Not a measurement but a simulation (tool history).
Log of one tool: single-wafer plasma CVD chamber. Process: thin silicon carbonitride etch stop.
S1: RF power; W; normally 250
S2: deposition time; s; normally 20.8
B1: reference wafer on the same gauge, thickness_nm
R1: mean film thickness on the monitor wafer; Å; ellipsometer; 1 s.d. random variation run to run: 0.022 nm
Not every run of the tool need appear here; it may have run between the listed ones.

{"run": 1, "hour": 0.0, "S1": 250, "S2": 20.8, "B1": 14.505, "R1": 146.52}
{"run": 2, "hour": 77.8, "S1": 250, "S2": 20.8, "B1": 14.495, "R1": 146.28}
{"run": 3, "hour": 150.6, "S1": 250, "S2": 20.8, "B1": 14.496, "R1": 145.62}
{"run": 4, "hour": 224.8, "S1": 250, "S2": 20.8, "B1": 14.5, "R1": 145.63}
{"hour": 237.4, "done": "gauge calibrated"}
{"run": 5, "hour": 275.9, "S1": 250, "S2": 20.8, "B1": 14.514, "R1": 145.57}
{"run": 6, "hour": 337.0, "S1": 250, "S2": 20.8, "B1": 14.505, "R1": 145.28}
{"run": 7, "hour": 397.4, "S1": 250, "S2": 20.8, "B1": 14.509, "R1": 145.4}
{"run": 8, "hour": 461.6, "S1": 250, "S2": 20.8, "B1": 14.501, "R1": 145.32}
{"run": 9, "hour": 554.4, "S1": 250, "S2": 20.8, "B1": 14.498, "R1": 145.33}
{"hour": 612.9, "done": "RF generator calibrated"}
{"run": 10, "hour": 657.4, "S1": 250, "S2": 23.7, "B1": 14.506, "R1": 167.78}
{"run": 11, "hour": 729.1, "S1": 250, "S2": 20.8, "B1": 14.503, "R1": 147.63}
{"run": 12, "hour": 834.7, "S1": 250, "S2": 20.8, "B1": 14.498, "R1": 147.37}
{"run": 13, "hour": 952.1, "S1": 250, "S2": 20.8, "B1": 14.503, "R1": 146.98}
{"run": 14, "hour": 1055.6, "S1": 270, "S2": 20.8, "B1": 14.496, "R1": 151.29}
{"run": 15, "hour": 1139.8, "S1": 250, "S2": 20.8, "B1": 14.499, "R1": 146.81}
{"hour": 1181.5, "done": "thermocouple changed; heater temperature recalibrated"}
{"hour": 1225.4, "done": "showerhead replaced"}
{"run": 16, "hour": 1309.2, "S1": 265, "S2": 20.8, "B1": 14.503, "R1": 149.85}
{"hour": 1332.0, "done": "gauge calibrated"}
{"run": 17, "hour": 1369.9, "S1": 285, "S2": 20.8, "B1": 14.501, "R1": 153.48}
{"run": 18, "hour": 1425.1, "S1": 250, "S2": 20.8, "B1": 14.507, "R1": 146.58}
{"run": 19, "hour": 1490.0, "S1": 250, "S2": 22.8, "B1": 14.495, "R1": 160.66}
{"run": 20, "hour": 1554.0, "S1": 275, "S2": 22.0, "B1": 14.494, "R1": 160.7}
{"run": 21, "hour": 1637.1, "S1": 250, "S2": 20.8, "B1": 14.511, "R1": 146.41}
{"run": 22, "hour": 1714.4, "S1": 230, "S2": 18.1, "B1": 14.504, "R1": 123.58}
{"run": 23, "hour": 1794.4, "S1": 220, "S2": 19.1, "B1": 14.489, "R1": 128.31}
{"run": 24, "hour": 1855.4, "S1": 225, "S2": 20.8, "B1": 14.486, "R1": 140.59}

5 ways to go on from here, each from the tool as it stands after run 24. What would each give?
{"run": "A", "hour": 1855.8, "S1": 220, "S2": 20.8, "B1": "?", "R1": "?"}
{"run": "B", "hour": 1855.8, "S1": 300, "S2": 18.3, "B1": "?", "R1": "?"}
{"run": "C", "hour": 1855.8, "S1": 270, "S2": 18.0, "B1": "?", "R1": "?"}
{"run": "D", "hour": 1855.8, "S1": 235, "S2": 17.3, "B1": "?", "R1": "?"}
{"run": "E", "hour": 1855.8, "S1": 250, "S2": 22.4, "B1": "?", "R1": "?"}

run=A B1=14.503 R1=139.82
run=B B1=14.503 R1=137.12
run=C B1=14.503 R1=130.07
run=D B1=14.503 R1=119.06
run=E B1=14.503 R1=157.57
With the hidden condition removed and each run's random variation left untouched, the same runs would have given:
run=A R1=141.60
run=B R1=138.88
run=C R1=131.73
run=D R1=120.59
run=E R1=159.59
